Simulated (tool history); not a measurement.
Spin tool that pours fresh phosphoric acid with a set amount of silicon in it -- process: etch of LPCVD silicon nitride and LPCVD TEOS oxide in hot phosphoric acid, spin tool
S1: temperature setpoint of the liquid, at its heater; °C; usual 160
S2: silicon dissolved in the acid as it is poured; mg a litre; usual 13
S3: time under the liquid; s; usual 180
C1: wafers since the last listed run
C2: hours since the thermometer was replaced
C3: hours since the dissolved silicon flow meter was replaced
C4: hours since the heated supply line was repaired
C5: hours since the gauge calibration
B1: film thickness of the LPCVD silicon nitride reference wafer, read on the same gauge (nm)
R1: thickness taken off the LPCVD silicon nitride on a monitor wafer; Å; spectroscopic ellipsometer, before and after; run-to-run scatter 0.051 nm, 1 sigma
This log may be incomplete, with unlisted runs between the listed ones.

Run 1, day 0: usual settings; C1 0; C2 813.8; C3 607.6; C4 2366.7; C5 462.3; B1 50.02. Result: R1 152.4 Å.
Run 2, day 1.517: usual settings; C1 331; C2 850.2; C3 644; C4 2403.1; C5 498.7; B1 50.05. Result: R1 153.3 Å.
Run 3, day 3.908: usual settings but S3 120 s; C1 522; C2 907.6; C3 701.4; C4 2460.5; C5 556.1; B1 50. Result: R1 102.3 Å.
Run 4, day 5.792: usual settings but S3 230 s; C1 411; C2 952.8; C3 746.6; C4 2505.7; C5 601.3; B1 50.02. Result: R1 195.9 Å.
Run 5, day 7.329: usual settings but S3 230 s; C1 335; C2 989.7; C3 783.5; C4 2542.6; C5 638.2; B1 50.03. Result: R1 194.3 Å.
Run 6, day 10.312: usual settings; C1 651; C2 1061.3; C3 855.1; C4 2614.2; C5 709.8; B1 50.01. Result: R1 150.9 Å.
Run 7, day 11.442: usual settings; C1 246; C2 1088.4; C3 882.2; C4 2641.3; C5 736.9; B1 50.04. Result: R1 152.4 Å.
Run 8, day 14.333: usual settings; C1 631; C2 1157.8; C3 951.6; C4 2710.7; C5 806.3; B1 50.07. Result: R1 151 Å.
Run 9, day 15.942: usual settings; C1 351; C2 1196.4; C3 990.2; C4 2749.3; C5 844.9; B1 49.96. Result: R1 151.6 Å.
Run 10, day 17.838: usual settings but S3 245 s; C1 413; C2 1241.9; C3 1035.7; C4 2794.8; C5 890.4; B1 50.02. Result: R1 205.6 Å.
Run 11, day 20.471: usual settings but S1 161.5 °C; C1 574; C2 1305.1; C3 1098.9; C4 2858; C5 953.6; B1 50.03. Result: R1 158.1 Å.
At day 21.3: gauge calibrated.
Run 12, day 23.05: usual settings; C1 563; C2 1367; C3 1160.8; C4 2919.9; C5 42; B1 50.01. Result: R1 150.3 Å.
Run 13, day 25.175: usual settings but S1 162 °C, S2 18.5 mg a litre, S3 150 s; C1 463; C2 1418; C3 1211.8; C4 2970.9; C5 93; B1 50.01. Result: R1 133.9 Å.
At day 25.888: thermometer replaced.
Run 14, day 26.383: usual settings but S1 163 °C, S3 80 s; C1 254; C2 11.9; C3 1240.8; C4 2999.9; C5 122; B1 49.98. Result: R1 78.6 Å.
At day 26.5: heated supply line repaired.
Run 15, day 28.229: usual settings; C1 393; C2 56.2; C3 1285.1; C4 41.5; C5 166.3; B1 50.06. Result: R1 159.1 Å.
At day 28.825: dissolved silicon flow meter replaced.
Run 16, day 29.758: usual settings but S1 158 °C, S2 18.5 mg a litre, S3 255 s; C1 324; C2 92.9; C3 22.4; C4 78.2; C5 203; B1 49.99. Result: R1 208.9 Å.
Run 17, day 35.646: usual settings; C1 1285; C2 234.2; C3 163.7; C4 219.5; C5 344.3; B1 50.01. Result: R1 156.8 Å.
Run 18, day 38.521: usual settings but S1 163 °C, S2 7 mg a litre, S3 135 s; C1 627; C2 303.2; C3 232.7; C4 288.5; C5 413.3; B1 50. Result: R1 129.8 Å.
Run 19, day 40.788: usual settings but S2 16.5 mg a litre, S3 255 s; C1 494; C2 357.6; C3 287.1; C4 342.9; C5 467.7; B1 50. Result: R1 221.2 Å.

3 options for the next run, each taken on its own from the tool as it stands now. Forecast them:
Run A, day 40.808: usual settings; C1 4; C2 358.1; C3 287.6; C4 343.4; C5 468.2; B1 ?. Result: R1 ?.
Run B, day 40.808: usual settings but S2 19 mg a litre; C1 4; C2 358.1; C3 287.6; C4 343.4; C5 468.2; B1 ?. Result: R1 ?.
Run C, day 40.808: usual settings but S1 161 °C, S2 5 mg a litre; C1 4; C2 358.1; C3 287.6; C4 343.4; C5 468.2; B1 ?. Result: R1 ?.

run     B1     R1
  A  49.97  155.9
  B  49.97  155.9
  C  49.97  161.2
What these runs would have given with no unlogged condition in the tool:
run     R1
  A  159.2
  B  159.2
  C  164.6
